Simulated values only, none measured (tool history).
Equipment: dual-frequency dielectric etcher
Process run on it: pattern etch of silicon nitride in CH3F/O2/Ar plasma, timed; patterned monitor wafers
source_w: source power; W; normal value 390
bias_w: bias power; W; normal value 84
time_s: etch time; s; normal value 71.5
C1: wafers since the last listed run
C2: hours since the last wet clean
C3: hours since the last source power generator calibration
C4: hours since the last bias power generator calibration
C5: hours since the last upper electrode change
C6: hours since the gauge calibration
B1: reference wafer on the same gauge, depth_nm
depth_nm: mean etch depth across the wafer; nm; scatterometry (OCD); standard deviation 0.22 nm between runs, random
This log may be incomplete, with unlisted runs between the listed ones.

run 1 hour=0.0 | source_w=390 bias_w=84 time_s=71.5 | C1=0 C2=172.8 C3=2948.9 C4=3675.0 C5=1016.2 C6=1198.6 | B1=55 | depth_nm=48.4
run 2 hour=151.7 | source_w=390 bias_w=84 time_s=71.5 | C1=2085 C2=324.5 C3=3100.6 C4=3826.7 C5=1167.9 C6=1350.3 | B1=55 | depth_nm=49.4
run 3 hour=217.9 | source_w=390 bias_w=73 time_s=71.5 | C1=910 C2=390.7 C3=3166.8 C4=3892.9 C5=1234.1 C6=1416.5 | B1=55 | depth_nm=48.0
run 4 hour=257.8 | source_w=390 bias_w=73 time_s=71.5 | C1=548 C2=430.6 C3=3206.7 C4=3932.8 C5=1274.0 C6=1456.4 | B1=55 | depth_nm=47.6
-- hour=263.1 source power generator calibrated
-- hour=273.4 bias power generator calibrated
run 5 hour=287.9 | source_w=390 bias_w=73 time_s=71.5 | C1=303 C2=460.7 C3=24.8 C4=14.5 C5=1304.1 C6=1486.5 | B1=55 | depth_nm=47.5
run 6 hour=342.8 | source_w=390 bias_w=84 time_s=71.5 | C1=754 C2=515.6 C3=79.7 C4=69.4 C5=1359.0 C6=1541.4 | B1=55 | depth_nm=50.4
run 7 hour=372.4 | source_w=390 bias_w=84 time_s=61.0 | C1=406 C2=545.2 C3=109.3 C4=99.0 C5=1388.6 C6=1571.0 | B1=55 | depth_nm=42.9
-- hour=456.3 wet clean of the chamber
run 8 hour=456.8 | source_w=390 bias_w=84 time_s=61.0 | C1=830 C2=0.5 C3=193.7 C4=183.4 C5=1473.0 C6=1655.4 | B1=55 | depth_nm=41.2
run 9 hour=469.4 | source_w=390 bias_w=84 time_s=61.0 | C1=173 C2=13.1 C3=206.3 C4=196.0 C5=1485.6 C6=1668.0 | B1=55 | depth_nm=41.3
run 10 hour=527.7 | source_w=390 bias_w=75 time_s=71.5 | C1=801 C2=71.4 C3=264.6 C4=254.3 C5=1543.9 C6=1726.3 | B1=55 | depth_nm=46.3
run 11 hour=585.9 | source_w=490 bias_w=84 time_s=59.5 | C1=800 C2=129.6 C3=322.8 C4=312.5 C5=1602.1 C6=1784.5 | B1=55 | depth_nm=46.1
run 12 hour=609.9 | source_w=390 bias_w=78 time_s=60.0 | C1=329 C2=153.6 C3=346.8 C4=336.5 C5=1626.1 C6=1808.5 | B1=55 | depth_nm=40.0
run 13 hour=673.1 | source_w=390 bias_w=84 time_s=71.5 | C1=868 C2=216.8 C3=410.0 C4=399.7 C5=1689.3 C6=1871.7 | B1=55 | depth_nm=49.2
run 14 hour=744.7 | source_w=440 bias_w=78 time_s=71.5 | C1=984 C2=288.4 C3=481.6 C4=471.3 C5=1760.9 C6=1943.3 | B1=55 | depth_nm=52.0
run 15 hour=777.5 | source_w=460 bias_w=99 time_s=65.5 | C1=450 C2=321.2 C3=514.4 C4=504.1 C5=1793.7 C6=1976.1 | B1=55 | depth_nm=52.4
run 16 hour=823.2 | source_w=390 bias_w=84 time_s=71.5 | C1=628 C2=366.9 C3=560.1 C4=549.8 C5=1839.4 C6=2021.8 | B1=55 | depth_nm=49.9
run 17 hour=872.7 | source_w=390 bias_w=84 time_s=84.0 | C1=680 C2=416.4 C3=609.6 C4=599.3 C5=1888.9 C6=2071.3 | B1=55 | depth_nm=58.3
run 18 hour=909.4 | source_w=480 bias_w=99 time_s=57.5 | C1=504 C2=453.1 C3=646.3 C4=636.0 C5=1925.6 C6=2108.0 | B1=55 | depth_nm=47.5
run 19 hour=971.1 | source_w=410 bias_w=84 time_s=71.5 | C1=848 C2=514.8 C3=708.0 C4=697.7 C5=1987.3 C6=2169.7 | B1=55 | depth_nm=51.6
-- hour=1007.6 wet clean of the chamber
-- hour=1008.4 gauge calibrated
-- hour=1024.3 upper electrode replaced
run 20 hour=1025.5 | source_w=390 bias_w=96 time_s=71.5 | C1=188 C2=17.9 C3=762.4 C4=752.1 C5=1.2 C6=17.1 | B1=55 | depth_nm=50.3
run 21 hour=1082.7 | source_w=390 bias_w=90 time_s=55.5 | C1=786 C2=75.1 C3=819.6 C4=809.3 C5=58.4 C6=74.3 | B1=55 | depth_nm=38.2
run 22 hour=1139.3 | source_w=460 bias_w=84 time_s=57.5 | C1=778 C2=131.7 C3=876.2 C4=865.9 C5=115.0 C6=130.9 | B1=55 | depth_nm=42.9
run 23 hour=1178.1 | source_w=390 bias_w=84 time_s=71.5 | C1=533 C2=170.5 C3=915.0 C4=904.7 C5=153.8 C6=169.7 | B1=55 | depth_nm=48.6
run 24 hour=1204.3 | source_w=310 bias_w=101 time_s=81.0 | C1=360 C2=196.7 C3=941.2 C4=930.9 C5=180.0 C6=195.9 | B1=55 | depth_nm=50.3

Forecast run 25:
run 25 hour=1255.9 | source_w=490 bias_w=105 time_s=71.5 | C1=709 C2=248.3 C3=992.8 C4=982.5 C5=231.6 C6=247.5 | B1=? | depth_nm=?

B1: 55
depth_nm: 60.1 nm
Were there no unlogged condition in the tool, this run, its random variation unchanged, would have produced depth_nm 59.0 nm.
